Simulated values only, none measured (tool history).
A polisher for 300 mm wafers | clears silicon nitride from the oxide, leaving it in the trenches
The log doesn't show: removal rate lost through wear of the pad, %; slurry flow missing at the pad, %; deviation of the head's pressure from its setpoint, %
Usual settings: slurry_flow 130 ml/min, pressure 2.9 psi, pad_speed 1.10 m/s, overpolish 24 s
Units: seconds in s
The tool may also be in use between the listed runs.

run   hour  slurry_flow  pressure  pad_speed  overpolish  wafers since the last listed run  wafers polished on this pad  hours since the slurry nozzle was cleaned  hours since the head pressure was calibrated  incoming thickness of the incoming film, nm  seconds
  1    0.0          130       3.6       1.10          24                                 0                          280                                      391.8                                        1360.9                                        100.7     78.0
  2   28.4          130       3.6       1.10          24                               186                          467                                      420.2                                        1389.3                                        100.7     76.4
  3   62.2          130       3.6       1.10          24                               222                          689                                      454.0                                        1423.1                                        100.8     78.1
  4   97.4          130       2.9       1.10          24                               231                          920                                      489.2                                        1458.3                                         99.7     85.0
     117.6  -- worn pad replaced by a new one
  5  125.1          130       2.9       1.10          24                               155                           49                                      516.9                                        1486.0                                         99.4     89.0
  6  146.8          130       2.9       1.10          24                               142                          192                                      538.6                                        1507.7                                        100.0     90.9
  7  176.6          130       2.9       1.10          24                               195                          388                                      568.4                                        1537.5                                        101.6     90.6
     202.5  -- head pressure recalibrated
  8  212.0          130       2.9       1.10          24                               219                          607                                      603.8                                           9.5                                         98.3     91.1
  9  241.7          110       2.3       1.34          14                               195                          802                                      633.5                                          39.2                                        100.5     95.6
 10  254.0          145       2.2       1.40          24                                80                          883                                      645.8                                          51.5                                         98.4     84.8
     265.8  -- slurry nozzle cleaned
     269.9  -- worn pad replaced by a new one
 11  281.3           90       2.5       0.84          24                               146                           74                                       15.5                                          78.8                                        101.1    123.3
 12  303.2          130       2.9       1.10          24                               143                          218                                       37.4                                         100.7                                        101.2     77.7
 13  318.3          130       2.9       1.10          24                                99                          318                                       52.5                                         115.8                                         99.4     79.2
 14  341.4          130       1.9       1.10          24                               151                          469                                       75.6                                         138.9                                        100.6    101.3
 15  357.0           95       3.3       0.86          36                               102                          572                                       91.2                                         154.5                                         99.0    101.7
 16  386.7          175       2.3       0.86          12                               195                          767                                      120.9                                         184.2                                        100.5    109.8

The tool's hidden state at each run:
removal rate lost through wear of the pad, %: 0 in every run
deviation of the head's pressure from its setpoint, %: 0 in every run
H1: slurry flow missing at the pad, %
run    H1
  1  32.9
  2  34.5
  3  36.4
  4  38.4
  5    40
  6  41.2
  7  42.9
  8  44.9
  9  46.6
 10  47.3
 11  1.21
 12  2.45
 13  3.31
 14  4.62
 15   5.5
 16  7.19

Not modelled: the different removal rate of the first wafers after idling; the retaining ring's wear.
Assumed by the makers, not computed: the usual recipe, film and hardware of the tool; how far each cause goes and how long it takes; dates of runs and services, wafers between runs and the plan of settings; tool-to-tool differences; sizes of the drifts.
